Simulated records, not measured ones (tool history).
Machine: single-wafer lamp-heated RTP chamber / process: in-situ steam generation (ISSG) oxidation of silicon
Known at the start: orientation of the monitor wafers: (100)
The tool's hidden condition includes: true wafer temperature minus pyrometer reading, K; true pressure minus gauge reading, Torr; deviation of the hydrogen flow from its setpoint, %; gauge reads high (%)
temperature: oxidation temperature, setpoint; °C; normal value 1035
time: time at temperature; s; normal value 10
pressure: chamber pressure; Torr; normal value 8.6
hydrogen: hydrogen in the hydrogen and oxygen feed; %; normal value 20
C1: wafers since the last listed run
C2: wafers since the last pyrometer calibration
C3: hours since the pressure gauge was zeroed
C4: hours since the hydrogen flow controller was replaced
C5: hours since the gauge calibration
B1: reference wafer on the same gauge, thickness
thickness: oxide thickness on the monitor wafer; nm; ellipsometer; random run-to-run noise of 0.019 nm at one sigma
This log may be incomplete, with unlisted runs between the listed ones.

Run 1, hour 0: usual settings but hydrogen 15 %; C1 0; C2 212; C3 4451.9; C4 5357.2; C5 271; B1 4.451. Result: thickness 4.26 nm.
At hour 0.4: gauge calibrated.
Run 2, hour 14.1: usual settings; C1 249; C2 462; C3 4466; C4 5371.3; C5 13.7; B1 4.449. Result: thickness 4.495 nm.
Run 3, hour 28: usual settings; C1 246; C2 708; C3 4479.9; C4 5385.2; C5 27.6; B1 4.447. Result: thickness 4.546 nm.
Run 4, hour 39.3: usual settings but hydrogen 25 %; C1 200; C2 909; C3 4491.2; C4 5396.5; C5 38.9; B1 4.454. Result: thickness 4.786 nm.
Run 5, hour 51.6: usual settings but hydrogen 25 %; C1 217; C2 1126; C3 4503.5; C4 5408.8; C5 51.2; B1 4.459. Result: thickness 4.805 nm.
Run 6, hour 61.5: usual settings but temperature 1044 °C; C1 175; C2 1302; C3 4513.4; C4 5418.7; C5 61.1; B1 4.445. Result: thickness 4.707 nm.
Run 7, hour 71.5: usual settings but temperature 1026 °C; C1 177; C2 1479; C3 4523.4; C4 5428.7; C5 71.1; B1 4.451. Result: thickness 4.358 nm.
Run 8, hour 86: usual settings but temperature 1026 °C; C1 256; C2 1736; C3 4537.9; C4 5443.2; C5 85.6; B1 4.448. Result: thickness 4.403 nm.
Run 9, hour 98: usual settings but temperature 1019 °C; C1 212; C2 1948; C3 4549.9; C4 5455.2; C5 97.6; B1 4.443. Result: thickness 4.253 nm.
Run 10, hour 107.8: usual settings but temperature 1019 °C; C1 173; C2 2122; C3 4559.7; C4 5465; C5 107.4; B1 4.45. Result: thickness 4.267 nm.
Run 11, hour 122.3: usual settings; C1 256; C2 2379; C3 4574.2; C4 5479.5; C5 121.9; B1 4.444. Result: thickness 4.541 nm.
Run 12, hour 133.5: usual settings; C1 198; C2 2577; C3 4585.4; C4 5490.7; C5 133.1; B1 4.456. Result: thickness 4.498 nm.
Run 13, hour 150.7: usual settings but temperature 1022 °C, pressure 9.6 Torr; C1 304; C2 2882; C3 4602.6; C4 5507.9; C5 150.3; B1 4.46. Result: thickness 4.252 nm.
Run 14, hour 161.1: usual settings but time 13 s, hydrogen 23 %; C1 184; C2 3066; C3 4613; C4 5518.3; C5 160.7; B1 4.449. Result: thickness 5.362 nm.
Run 15, hour 173.5: usual settings but temperature 1020 °C, time 7 s, hydrogen 25 %; C1 219; C2 3286; C3 4625.4; C4 5530.7; C5 173.1; B1 4.449. Result: thickness 3.885 nm.
Run 16, hour 183.6: usual settings but time 6 s, pressure 9.5 Torr; C1 178; C2 3465; C3 4635.5; C4 5540.8; C5 183.2; B1 4.446. Result: thickness 3.55 nm.
At hour 194.8: hydrogen flow controller replaced.
Run 17, hour 195.3: usual settings but temperature 1045 °C, time 7 s, pressure 9.3 Torr, hydrogen 13 %; C1 65; C2 3530; C3 4647.2; C4 0.5; C5 194.9; B1 4.453. Result: thickness 3.576 nm.
At hour 206.5: pyrometer window cleaned and pyrometer calibrated.
Run 18, hour 207: usual settings; C1 65; C2 9; C3 4658.9; C4 12.2; C5 206.6; B1 4.458. Result: thickness 4.529 nm.
Run 19, hour 220.1: usual settings but time 13 s, pressure 7.5 Torr, hydrogen 24 %; C1 232; C2 241; C3 4672; C4 25.3; C5 219.7; B1 4.451. Result: thickness 5.419 nm.
At hour 228.3: pressure gauge zeroed.
Run 20, hour 228.8: usual settings but temperature 1017 °C, time 13 s, pressure 7.6 Torr; C1 12; C2 254; C3 0.5; C4 34; C5 228.4; B1 4.453. Result: thickness 4.79 nm.
Run 21, hour 235.8: usual settings; C1 124; C2 378; C3 7.5; C4 41; C5 235.4; B1 4.447. Result: thickness 4.549 nm.
Run 22, hour 243.1: usual settings but temperature 1018 °C, hydrogen 23 %; C1 129; C2 507; C3 14.8; C4 48.3; C5 242.7; B1 4.446. Result: thickness 4.424 nm.
Run 23, hour 251.1: usual settings; C1 141; C2 649; C3 22.8; C4 56.3; C5 250.7; B1 4.451. Result: thickness 4.555 nm.
At hour 256.3: gauge calibrated.
Run 24, hour 259.2: usual settings but time 7 s, pressure 7.2 Torr, hydrogen 28 %; C1 143; C2 792; C3 30.9; C4 64.4; C5 2.9; B1 4.449. Result: thickness 4.234 nm.
Run 25, hour 267.5: usual settings; C1 147; C2 939; C3 39.2; C4 72.7; C5 11.2; B1 4.451. Result: thickness 4.547 nm.
Run 26, hour 316.4: usual settings but hydrogen 23 %; C1 866; C2 1805; C3 88.1; C4 121.6; C5 60.1; B1 4.453. Result: thickness 4.747 nm.
Run 27, hour 345.4: usual settings but time 12 s, hydrogen 23 %; C1 513; C2 2319; C3 117.1; C4 150.6; C5 89.1; B1 4.448. Result: thickness 5.125 nm.
Run 28, hour 355.4: usual settings; C1 177; C2 2496; C3 127.1; C4 160.6; C5 99.1; B1 4.452. Result: thickness 4.559 nm.
Run 29, hour 361.8: usual settings but temperature 1048 °C, time 8 s; C1 113; C2 2610; C3 133.5; C4 167; C5 105.5; B1 4.442. Result: thickness 4.292 nm.
Run 30, hour 382.3: usual settings; C1 363; C2 2973; C3 154; C4 187.5; C5 126; B1 4.443. Result: thickness 4.53 nm.

Below are 5 alternative next runs, each starting from the tool's condition after run 30. Predict each:
Run A, hour 382.7: usual settings; C1 7; C2 2980; C3 154.4; C4 187.9; C5 126.4; B1 ?. Result: thickness ?.
Run B, hour 382.7: usual settings but pressure 7.7 Torr; C1 7; C2 2980; C3 154.4; C4 187.9; C5 126.4; B1 ?. Result: thickness ?.
Run C, hour 382.7: usual settings but temperature 1051 °C, time 7 s, pressure 9.3 Torr, hydrogen 11 %; C1 7; C2 2980; C3 154.4; C4 187.9; C5 126.4; B1 ?. Result: thickness ?.
Run D, hour 382.7: usual settings but temperature 1052 °C, pressure 9.6 Torr; C1 7; C2 2980; C3 154.4; C4 187.9; C5 126.4; B1 ?. Result: thickness ?.
Run E, hour 382.7: usual settings but temperature 1046 °C, time 13 s, pressure 9.9 Torr, hydrogen 24 %; C1 7; C2 2980; C3 154.4; C4 187.9; C5 126.4; B1 ?. Result: thickness ?.

run    B1  thickness
  A  4.45       4.56
  B  4.45      4.575
  C  4.45      3.532
  D  4.45      4.849
  E  4.45      5.565
Stripped of hidden state, with their random variation kept, the same runs would have yielded:
run  thickness
  A       4.56
  B      4.575
  C      3.532
  D      4.849
  E      5.565
